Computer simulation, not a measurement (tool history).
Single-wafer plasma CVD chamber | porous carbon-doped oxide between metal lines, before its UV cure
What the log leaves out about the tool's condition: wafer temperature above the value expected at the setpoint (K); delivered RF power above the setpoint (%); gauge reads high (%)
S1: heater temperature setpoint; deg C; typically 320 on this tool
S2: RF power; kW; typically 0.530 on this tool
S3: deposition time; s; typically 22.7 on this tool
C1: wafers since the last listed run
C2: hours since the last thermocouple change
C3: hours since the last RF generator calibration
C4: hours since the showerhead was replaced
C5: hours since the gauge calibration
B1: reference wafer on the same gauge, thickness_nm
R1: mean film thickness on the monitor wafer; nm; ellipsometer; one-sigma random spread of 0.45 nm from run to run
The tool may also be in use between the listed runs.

run   hour   S1     S2    S3    C1      C2      C3      C4     C5       B1       R1
  1    0.0  320  0.530  22.7     0   989.3  1827.0  3303.1  376.7  101.952  111.994
  2   68.7  317  0.530  22.7  1372  1058.0  1895.7  3371.8  445.4  102.053  112.832
  3  128.8  317  0.530  22.7  1200  1118.1  1955.8  3431.9  505.5  101.948  113.117
  4  187.6  320  0.530  22.7  1174  1176.9  2014.6  3490.7  564.3  101.960  111.543
  5  233.6  320  0.530  22.7   919  1222.9  2060.6  3536.7  610.3  102.048  111.655
  6  293.3  320  0.530  22.7  1192  1282.6  2120.3  3596.4  670.0  102.042  110.410
  7  338.1  320  0.530  22.7   895  1327.4  2165.1  3641.2  714.8  102.079  111.242
     405.4  -- showerhead replaced
  8  409.5  320  0.530  22.7  1266  1398.8  2236.5     4.1  786.2  102.092  110.857
  9  435.0  320  0.530  22.7   509  1424.3  2262.0    29.6  811.7  102.025  109.851
 10  496.0  320  0.530  22.7  1218  1485.3  2323.0    90.6  872.7  101.864  110.632
     505.3  -- RF generator calibrated
     548.7  -- gauge calibrated
 11  556.9  320  0.530  22.7  1056  1546.2    51.6   151.5    8.2  102.097  113.332
 12  592.2  320  0.530  22.7   705  1581.5    86.9   186.8   43.5  102.052  113.420
     619.1  -- thermocouple changed; heater temperature recalibrated
 13  648.0  320  0.530  22.7   955    28.9   142.7   242.6   99.3  101.834  116.413

Run 14 is up next; what results do you expect?
 14  677.7  320  0.435  21.1  593  58.6  172.4  272.3  129.0   ?   ?

{"run 14": {"B1": 102.18, "R1": 91.523}}
On a tool with no hidden condition, and with the same random variation, this run would have come out at R1 93.609 nm.
